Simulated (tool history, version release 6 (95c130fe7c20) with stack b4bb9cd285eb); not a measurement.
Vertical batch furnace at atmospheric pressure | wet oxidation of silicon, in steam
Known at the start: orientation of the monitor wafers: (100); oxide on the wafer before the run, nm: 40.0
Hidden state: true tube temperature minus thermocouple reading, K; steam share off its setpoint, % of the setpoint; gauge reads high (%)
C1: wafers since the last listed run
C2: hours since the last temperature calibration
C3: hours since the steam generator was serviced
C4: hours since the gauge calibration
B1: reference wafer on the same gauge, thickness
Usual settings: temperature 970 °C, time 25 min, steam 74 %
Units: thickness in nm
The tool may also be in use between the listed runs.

Run 1, hour 0: usual settings; C1 0; C2 1416.1; C3 2277.8; C4 112.2; B1 140. Result: thickness 151.66 nm.
Run 2, hour 13.5: usual settings but time 28 min; C1 165; C2 1429.6; C3 2291.3; C4 125.7; B1 140.02. Result: thickness 163.18 nm.
Run 3, hour 29.2: usual settings but time 28 min; C1 192; C2 1445.3; C3 2307; C4 141.4; B1 140. Result: thickness 162.81 nm.
Run 4, hour 36.7: usual settings; C1 92; C2 1452.8; C3 2314.5; C4 148.9; B1 139.99. Result: thickness 151.4 nm.
Run 5, hour 52.9: usual settings; C1 198; C2 1469; C3 2330.7; C4 165.1; B1 139.98. Result: thickness 152.05 nm.
Run 6, hour 61.7: usual settings; C1 107; C2 1477.8; C3 2339.5; C4 173.9; B1 140.04. Result: thickness 152.1 nm.
Run 7, hour 72.4: usual settings; C1 131; C2 1488.5; C3 2350.2; C4 184.6; B1 139.98. Result: thickness 152.07 nm.
At hour 110.1: thermocouples replaced and temperature profile calibrated.
Run 8, hour 110.6: usual settings but temperature 977 °C, steam 77 %; C1 174; C2 0.5; C3 2388.4; C4 222.8; B1 140. Result: thickness 157.92 nm.
Run 9, hour 114.5: usual settings but temperature 977 °C, steam 77 %; C1 47; C2 4.4; C3 2392.3; C4 226.7; B1 140.02. Result: thickness 158.08 nm.
Run 10, hour 118.4: usual settings but temperature 977 °C, steam 77 %; C1 47; C2 8.3; C3 2396.2; C4 230.6; B1 140.03. Result: thickness 158.31 nm.
Run 11, hour 123.5: usual settings; C1 62; C2 13.4; C3 2401.3; C4 235.7; B1 140.02. Result: thickness 145.31 nm.
At hour 182.1: steam generator serviced.
Run 12, hour 182.6: usual settings; C1 430; C2 72.5; C3 0.5; C4 294.8; B1 140.02. Result: thickness 145.17 nm.
Run 13, hour 186.5: usual settings but time 37 min, steam 67 %; C1 47; C2 76.4; C3 4.4; C4 298.7; B1 139.98. Result: thickness 177.37 nm.
Run 14, hour 196.5: usual settings but time 37 min, steam 67 %; C1 122; C2 86.4; C3 14.4; C4 308.7; B1 140.02. Result: thickness 176.68 nm.
Run 15, hour 212: usual settings but temperature 986 °C, time 35.5 min; C1 190; C2 101.9; C3 29.9; C4 324.2; B1 140.04. Result: thickness 209.14 nm.
Run 16, hour 228.9: usual settings; C1 207; C2 118.8; C3 46.8; C4 341.1; B1 139.99. Result: thickness 145.43 nm.
Run 17, hour 235.1: usual settings but steam 68 %; C1 76; C2 125; C3 53; C4 347.3; B1 139.99. Result: thickness 137.97 nm.
Run 18, hour 250.9: usual settings but time 16.5 min, steam 80 %; C1 193; C2 140.8; C3 68.8; C4 363.1; B1 140. Result: thickness 117.15 nm.
At hour 260.9: gauge calibrated.
Run 19, hour 276.6: usual settings but time 16.5 min; C1 315; C2 166.5; C3 94.5; C4 15.7; B1 140. Result: thickness 111.84 nm.
Run 20, hour 291.2: usual settings but temperature 959 °C, time 15 min; C1 179; C2 181.1; C3 109.1; C4 30.3; B1 140.01. Result: thickness 97.19 nm.
Run 21, hour 308.3: usual settings but temperature 979 °C, time 29 min, steam 65 %; C1 209; C2 198.2; C3 126.2; C4 47.4; B1 140.01. Result: thickness 158.78 nm.
Run 22, hour 326.2: usual settings but time 30 min, steam 82 %; C1 219; C2 216.1; C3 144.1; C4 65.3; B1 139.99. Result: thickness 175.99 nm.

Measured less the same run without the tool's hidden state. The same run-to-run variation is in both; the gauge's scatter may not be:
run  thickness
  1      +6.37
  2      +6.94
  3      +6.99
  4       +6.5
  5      +6.59
  6      +6.62
  7      +6.67
  8      +0.03
  9      +0.05
 10      +0.06
 11      +0.08
 12       +0.3
 13       +0.4
 14      +0.44
 15      +0.57
 16      +0.49
 17      +0.48
 18      +0.44
 19      +0.49
 20      +0.44
 21      +0.84
 22      +1.04
